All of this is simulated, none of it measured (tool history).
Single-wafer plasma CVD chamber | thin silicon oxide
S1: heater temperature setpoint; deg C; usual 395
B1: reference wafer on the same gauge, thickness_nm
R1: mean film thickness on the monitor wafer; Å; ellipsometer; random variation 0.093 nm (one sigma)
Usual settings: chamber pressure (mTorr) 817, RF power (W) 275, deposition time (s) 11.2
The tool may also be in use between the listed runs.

run 1 day=0.000 | S1=395 chamber_pressure_(mTorr)=884 RF_power_(W)=275 deposition_time_(s)=10.3 | B1=19.584 | R1=187.64
run 2 day=3.975 | S1=395 chamber_pressure_(mTorr)=817 RF_power_(W)=275 deposition_time_(s)=11.2 | B1=19.567 | R1=196.77
run 3 day=6.958 | S1=395 chamber_pressure_(mTorr)=817 RF_power_(W)=275 deposition_time_(s)=11.2 | B1=19.611 | R1=195.23
run 4 day=10.325 | S1=401 chamber_pressure_(mTorr)=817 RF_power_(W)=275 deposition_time_(s)=11.2 | B1=19.600 | R1=194.95
run 5 day=12.725 | S1=401 chamber_pressure_(mTorr)=817 RF_power_(W)=275 deposition_time_(s)=11.2 | B1=19.586 | R1=194.01
-- day=14.588 capacitance manometer re-zeroed and calibrated
-- day=15.579 thermocouple changed; heater temperature recalibrated
run 6 day=16.212 | S1=395 chamber_pressure_(mTorr)=817 RF_power_(W)=255 deposition_time_(s)=11.2 | B1=19.629 | R1=190.01
run 7 day=20.258 | S1=395 chamber_pressure_(mTorr)=817 RF_power_(W)=275 deposition_time_(s)=11.2 | B1=19.618 | R1=195.23
run 8 day=22.996 | S1=395 chamber_pressure_(mTorr)=904 RF_power_(W)=275 deposition_time_(s)=11.2 | B1=19.584 | R1=206.56
-- day=23.854 gauge calibrated
run 9 day=25.350 | S1=395 chamber_pressure_(mTorr)=817 RF_power_(W)=275 deposition_time_(s)=11.2 | B1=19.577 | R1=192.30
run 10 day=27.558 | S1=395 chamber_pressure_(mTorr)=876 RF_power_(W)=275 deposition_time_(s)=11.2 | B1=19.568 | R1=200.19
-- day=31.729 RF generator calibrated
run 11 day=31.750 | S1=404 chamber_pressure_(mTorr)=817 RF_power_(W)=230 deposition_time_(s)=9.9 | B1=19.635 | R1=164.55
-- day=33.162 showerhead replaced
run 12 day=35.767 | S1=395 chamber_pressure_(mTorr)=695 RF_power_(W)=275 deposition_time_(s)=11.2 | B1=19.615 | R1=181.67
run 13 day=40.033 | S1=386 chamber_pressure_(mTorr)=1005 RF_power_(W)=275 deposition_time_(s)=12.4 | B1=19.622 | R1=245.81
run 14 day=42.867 | S1=395 chamber_pressure_(mTorr)=817 RF_power_(W)=275 deposition_time_(s)=11.2 | B1=19.593 | R1=196.53
run 15 day=44.479 | S1=395 chamber_pressure_(mTorr)=817 RF_power_(W)=295 deposition_time_(s)=9.7 | B1=19.566 | R1=176.20

3 ways to go on from here, each from the tool as it stands after run 15. What would each give?
run A day=44.496 | S1=395 chamber_pressure_(mTorr)=817 RF_power_(W)=275 deposition_time_(s)=11.2 | B1=? | R1=?
run B day=44.496 | S1=395 chamber_pressure_(mTorr)=897 RF_power_(W)=325 deposition_time_(s)=11.2 | B1=? | R1=?
run C day=44.496 | S1=404 chamber_pressure_(mTorr)=916 RF_power_(W)=295 deposition_time_(s)=11.2 | B1=? | R1=?

run=A B1=19.628 R1=200.02
run=B B1=19.628 R1=223.15
run=C B1=19.628 R1=216.97
Without the tool's hidden state the same runs would have given:
run=A R1=200.45
run=B R1=223.58
run=C R1=217.41

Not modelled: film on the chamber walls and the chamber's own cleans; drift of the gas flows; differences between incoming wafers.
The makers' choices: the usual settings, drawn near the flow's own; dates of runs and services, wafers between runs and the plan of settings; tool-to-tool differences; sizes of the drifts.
